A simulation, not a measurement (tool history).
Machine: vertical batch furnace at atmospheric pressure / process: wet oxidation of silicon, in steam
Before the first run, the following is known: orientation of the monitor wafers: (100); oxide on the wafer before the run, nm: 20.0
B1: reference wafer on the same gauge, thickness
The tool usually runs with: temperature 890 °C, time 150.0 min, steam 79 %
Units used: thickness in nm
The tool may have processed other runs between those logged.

Run 1, day 0.000: usual settings; B1 212.93. Result: thickness 237.17 nm.
Run 2, day 0.633: usual settings; B1 213.15. Result: thickness 236.98 nm.
At day 0.988: gauge calibrated.
Run 3, day 1.088: usual settings; B1 213.04. Result: thickness 237.15 nm.
Run 4, day 1.888: usual settings; B1 212.99. Result: thickness 236.84 nm.
Run 5, day 2.704: usual settings; B1 213.01. Result: thickness 236.73 nm.
Run 6, day 3.350: usual settings; B1 212.88. Result: thickness 235.93 nm.
Run 7, day 4.346: usual settings but time 101.0 min; B1 212.82. Result: thickness 172.16 nm.
Run 8, day 5.425: usual settings but temperature 900 °C; B1 212.97. Result: thickness 267.57 nm.
Run 9, day 6.375: usual settings but temperature 900 °C; B1 213.00. Result: thickness 267.37 nm.
Run 10, day 6.858: usual settings; B1 213.14. Result: thickness 236.10 nm.
Run 11, day 7.579: usual settings; B1 213.09. Result: thickness 236.09 nm.
Run 12, day 8.404: usual settings but time 180.0 min, steam 67 %; B1 212.79. Result: thickness 239.32 nm.
At day 9.646: steam generator serviced.
Run 13, day 9.667: usual settings but temperature 879 °C; B1 212.97. Result: thickness 218.20 nm.
Run 14, day 10.004: usual settings but temperature 909 °C, time 210.0 min; B1 213.06. Result: thickness 403.33 nm.
At day 10.521: gauge calibrated.
Run 15, day 10.808: usual settings but time 220.5 min, steam 87 %; B1 212.96. Result: thickness 368.31 nm.
At day 11.833: thermocouples replaced and temperature profile calibrated.
Run 16, day 11.854: usual settings but time 81.5 min; B1 213.06. Result: thickness 153.82 nm.
Run 17, day 12.258: usual settings but time 180.0 min, steam 67 %; B1 212.99. Result: thickness 254.30 nm.
Run 18, day 13.046: usual settings but temperature 902 °C, time 172.5 min, steam 86 %; B1 213.14. Result: thickness 345.30 nm.
Run 19, day 14.792: usual settings but temperature 903 °C, time 124.5 min, steam 87 %; B1 213.05. Result: thickness 273.42 nm.
Run 20, day 15.746: usual settings; B1 213.15. Result: thickness 250.42 nm.
Run 21, day 16.400: usual settings but steam 68 %; B1 212.96. Result: thickness 222.10 nm.
Run 22, day 17.283: usual settings but time 123.5 min, steam 90 %; B1 212.99. Result: thickness 238.61 nm.

Branching from run 22: 3 alternative next runs. What would each branch give?
Run A, day 17.558: usual settings; B1 ?. Result: thickness ?.
Run B, day 17.558: usual settings but temperature 874 °C; B1 ?. Result: thickness ?.
Run C, day 17.558: usual settings but time 127.0 min; B1 ?. Result: thickness ?.

run      B1  thickness
  A  212.96     250.89
  B  212.96     203.73
  C  212.96     219.58
Stripped of hidden state, with their random variation kept, the same runs would have yielded:
run  thickness
  A     253.27
  B     205.70
  C     221.68

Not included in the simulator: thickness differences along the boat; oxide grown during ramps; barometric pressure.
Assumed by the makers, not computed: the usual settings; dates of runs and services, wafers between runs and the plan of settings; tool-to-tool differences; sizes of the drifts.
